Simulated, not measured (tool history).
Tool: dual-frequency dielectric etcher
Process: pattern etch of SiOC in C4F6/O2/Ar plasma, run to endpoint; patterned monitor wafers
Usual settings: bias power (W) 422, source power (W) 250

run	hour	bias power (W)	source power (W)	incoming incoming film thickness, nm	endpoint time (s)
1	0	422	250	34.13	14.7
2	57.2	422	250	34.44	14.9
3	122.5	422	250	34.39	14.8
# hour 205.9: wet clean of the chamber
4	206.4	422	250	34.53	14.9
5	226.1	422	250	34.61	14.9
6	402	422	250	34.61	14.8
7	443	422	250	34.58	15
8	471.5	422	250	34.71	15
9	536.4	422	250	34.54	14.9
10	577	422	250	34.5	14.9
11	639.1	381	200	34.44	15.8
# hour 655.5: bias power generator calibrated
# hour 657.9: source power generator calibrated
12	692	500	210	34.36	14.6
# hour 740.7: upper electrode replaced
13	751.9	472	280	34.74	14.1

The next listed run, before its measurement:
# hour 795.3: wet clean of the chamber
14	813.5	376	230	34.55	?

{"run 14": {"endpoint time (s)": 15.4}}
Without the tool's hidden state the same run would have given endpoint time (s) 15.4.

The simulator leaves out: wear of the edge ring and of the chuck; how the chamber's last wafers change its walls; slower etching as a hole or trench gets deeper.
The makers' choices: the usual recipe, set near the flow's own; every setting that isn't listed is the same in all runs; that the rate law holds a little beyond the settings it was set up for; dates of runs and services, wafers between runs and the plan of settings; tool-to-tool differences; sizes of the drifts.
